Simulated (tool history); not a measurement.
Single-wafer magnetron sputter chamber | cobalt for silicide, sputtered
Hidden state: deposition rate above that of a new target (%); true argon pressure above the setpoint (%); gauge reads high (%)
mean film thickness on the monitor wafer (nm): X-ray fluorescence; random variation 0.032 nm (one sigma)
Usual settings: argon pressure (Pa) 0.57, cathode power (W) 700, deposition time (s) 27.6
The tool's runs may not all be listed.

run,hour,argon pressure (Pa),cathode power (W),deposition time (s),wafers since the last listed run,wafers on the sputter target,hours since the last manometer calibration,hours since the magnet pack was replaced,hours since the gauge calibration,"read-back reference wafer on the same gauge, thickness_nm",mean film thickness on the monitor wafer (nm)
1,0,0.57,700,31.9,0,5719,1811.9,6720.8,3.9,11.741,11.302
2,10,0.57,700,27.6,170,5890,1821.9,6730.8,13.9,11.752,9.732
3,22.2,0.57,700,27.6,207,6097,1834.1,6743,26.1,11.747,9.731
4,34.2,0.57,700,27.6,204,6301,1846.1,6755,38.1,11.752,9.712
5,70.8,0.743,700,24.7,622,6924,1882.7,6791.6,74.7,11.752,8.287
6,80.6,0.743,700,24.7,166,7091,1892.5,6801.4,84.5,11.741,8.285
7,97.4,0.665,700,30.3,285,7377,1909.3,6818.2,101.3,11.745,10.288
8,114.5,0.665,700,30.3,291,7668,1926.4,6835.3,118.4,11.765,10.303
# hour 125.2: magnet pack replaced
9,130.8,0.57,700,27.6,141,7809,1942.7,5.6,134.7,11.755,9.562
10,146.5,0.617,700,27.6,267,8077,1958.4,21.3,150.4,11.757,9.466
11,154.4,0.617,700,27.6,134,8211,1966.3,29.2,158.3,11.748,9.451
12,160.9,0.57,700,27.6,110,8322,1972.8,35.7,164.8,11.75,9.564
13,176.5,0.57,700,27.6,265,8587,1988.4,51.3,180.4,11.745,9.51
# hour 197.8: sputter target and shields replaced
14,198.3,0.57,700,27.6,234,8,2010.2,73.1,202.2,11.756,9.89
15,200.7,0.57,700,27.6,40,48,2012.6,75.5,204.6,11.753,9.887
16,240.2,0.743,700,24.7,672,721,2052.1,115,244.1,11.763,8.4
17,255.2,0.57,700,26.1,255,976,2067.1,130,259.1,11.756,9.375
18,271.4,0.57,700,25.1,275,1252,2083.3,146.2,275.3,11.75,8.957
19,280.8,0.57,800,31.8,159,1412,2092.7,155.6,284.7,11.75,12.729
# hour 281.8: gauge calibrated
20,294.8,0.57,700,22.9,238,1650,2106.7,169.6,13,11.755,8.194
21,308.6,0.57,700,26,234,1885,2120.5,183.4,26.8,11.751,9.313
22,322.4,0.751,550,27.6,234,2120,2134.3,197.2,40.6,11.756,7.642
23,331.2,0.351,900,29.8,149,2269,2143.1,206,49.4,11.753,14.139
24,346.9,0.502,700,27.6,267,2537,2158.8,221.7,65.1,11.753,10.012
25,360.3,0.57,700,27.6,228,2765,2172.2,235.1,78.5,11.753,9.887
26,373.5,0.414,550,30.8,224,2989,2185.4,248.3,91.7,11.762,9.286
# hour 395.9: capacitance manometer re-zeroed and calibrated
27,396.4,0.57,700,27.6,253,3243,0.5,271.2,114.6,11.764,9.842
28,399.9,0.797,550,31.2,59,3302,4,274.7,118.1,11.754,8.521
29,410.4,0.57,500,27.6,178,3481,14.5,285.2,128.6,11.749,7.38
30,419.8,0.57,700,29.6,159,3641,23.9,294.6,138,11.759,10.529
31,428.3,0.405,550,22.2,144,3786,32.4,303.1,146.5,11.748,6.72
32,452.8,0.794,700,27.6,416,4203,56.9,327.6,171,11.745,9.223
33,481.3,0.57,700,27.6,485,4688,85.4,356.1,199.5,11.753,9.711
34,496.5,0.57,850,27.6,258,4946,100.6,371.3,214.7,11.74,11.597
35,506.6,0.397,700,27.6,171,5118,110.7,381.4,224.8,11.747,10.172
36,517.3,0.767,500,27.6,182,5300,121.4,392.1,235.5,11.755,6.952

3 ways to go on from here, each from the tool as it stands after run 36. What would each give?
A,517.7,0.57,700,33,6,5307,121.8,392.5,235.9,?,?
B,517.7,0.682,700,22.8,6,5307,121.8,392.5,235.9,?,?
C,517.7,0.71,700,27.6,6,5307,121.8,392.5,235.9,?,?

run,"read-back reference wafer on the same gauge, thickness_nm",mean film thickness on the monitor wafer (nm)
A,11.755,11.723
B,11.755,7.87
C,11.755,9.458
Without the tool's hidden state the same runs would have given:
run,mean film thickness on the monitor wafer (nm)
A,12.014
B,8.065
C,9.693
